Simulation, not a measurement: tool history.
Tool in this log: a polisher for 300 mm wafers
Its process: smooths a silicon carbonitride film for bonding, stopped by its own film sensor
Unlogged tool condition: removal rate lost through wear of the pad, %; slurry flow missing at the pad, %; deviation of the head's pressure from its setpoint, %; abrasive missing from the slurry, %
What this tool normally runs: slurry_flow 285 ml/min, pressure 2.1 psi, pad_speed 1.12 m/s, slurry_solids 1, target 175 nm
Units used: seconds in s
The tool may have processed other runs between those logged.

run	hour	slurry_flow	pressure	pad_speed	slurry_solids	target	wafers since the last listed run	wafers polished on this pad	hours since the slurry nozzle was cleaned	hours since the head pressure was calibrated	hours since the slurry blender was calibrated	incoming thickness of the incoming film, nm	seconds
1	0	285	2.1	1.12	1	175	0	1588	35	265.5	210.1	200.9	110.9
# hour 59.1: worn pad replaced by a new one
# hour 168.8: slurry blender recalibrated
2	169.3	285	2.1	1.12	1	175	788	522	204.3	434.8	0.5	201.6	106.3
3	274.2	285	2.1	1.12	1	175	506	1028	309.2	539.7	105.4	202.2	113.2
4	348	285	2.1	1.12	1	175	356	1385	383	613.5	179.2	202.3	113.6
5	407.8	285	2.1	1.12	1	175	288	1673	442.8	673.3	239	199.7	105.9
# hour 448.7: worn pad replaced by a new one
6	491.7	285	2.1	1.12	1	175	385	207	526.7	757.2	322.9	201.3	106.5
# hour 551.7: slurry blender recalibrated
7	562	285	2.1	1.12	1.1	180	329	537	597	827.5	10.3	200.1	79.4
8	694.3	285	2.1	1.12	1.1	180	638	1175	729.3	959.8	142.6	200.2	80.6
# hour 697.4: head pressure recalibrated
9	753	330	2.1	1.12	1	168	273	1449	788	55.6	201.3	199.6	134.6
10	789.5	330	2.1	1.12	1	168	176	1625	824.5	92.1	237.8	201.8	146.4
# hour 838.3: slurry nozzle cleaned
# hour 864.2: worn pad replaced by a new one
11	864.7	340	2.1	1.12	1	178	338	2	26.4	167.3	313	196.7	72.8
12	913	340	2.1	1.12	1	178	233	235	74.7	215.6	361.3	201.7	91.1
13	1002.9	285	2.1	1.12	1	175	433	669	164.6	305.5	451.2	198.1	92.6
# hour 1005.3: slurry blender recalibrated
14	1052.1	285	1.5	1.12	1	183	227	897	213.8	354.7	46.8	197.8	83.7
15	1100.3	285	1.6	1.12	0.75	175	232	1130	262	402.9	95	199.5	151
16	1165.8	285	2.1	1.12	1	175	316	1446	327.5	468.4	160.5	199	99.9
17	1250.9	285	2.1	0.98	1	175	410	1857	412.6	553.5	245.6	198.1	112.6
# hour 1319.9: worn pad replaced by a new one
18	1334.6	285	1.9	0.9	1.15	175	384	71	496.3	637.2	329.3	198.5	116.9
19	1379.1	285	2.1	1.12	1	175	214	285	540.8	681.7	373.8	199.3	98.7
20	1420.7	350	2.1	1.12	1	175	200	486	582.4	723.3	415.4	201.6	105
# hour 1455.4: slurry blender recalibrated
21	1499	285	2.1	1.12	1	175	368	855	660.7	801.6	43.6	201.1	106.2
22	1582.1	285	2.1	1.12	1	172	401	1256	743.8	884.7	126.7	201.6	122.4
# hour 1588.9: head pressure recalibrated
23	1650.4	285	1.9	1.12	1	175	320	1576	812.1	61.5	195	198.8	111.6
# hour 1685.6: slurry nozzle cleaned
# hour 1781.2: worn pad replaced by a new one
# hour 1854: slurry blender recalibrated
24	1901.4	355	2.5	1.12	1	175	1177	570	215.8	312.5	47.4	201.3	88
25	1980	370	2.1	1.12	1	175	379	949	294.4	391.1	126	200.7	104.8
26	2069.3	285	2.1	1.12	1	175	431	1380	383.7	480.4	215.3	199	103.4
27	2108.4	285	2.1	1.24	1	170	188	1569	422.8	519.5	254.4	196.3	104.1

What if the next run were any one of these 3? Each begins from the tool's condition after run 27:
A	2108.9	375	2.1	1.12	1	175	2	1572	423.3	520	254.9	198.3	?
B	2108.9	285	2.1	1.4	1	178	2	1572	423.3	520	254.9	198.3	?
C	2108.9	225	1.6	1.12	1.3	167	2	1572	423.3	520	254.9	198.3	?

run	seconds
A	97.6
B	72.9
C	162.2
With no hidden state in the tool, these same runs would have given:
run	seconds
A	89.3
B	66.7
C	148.5
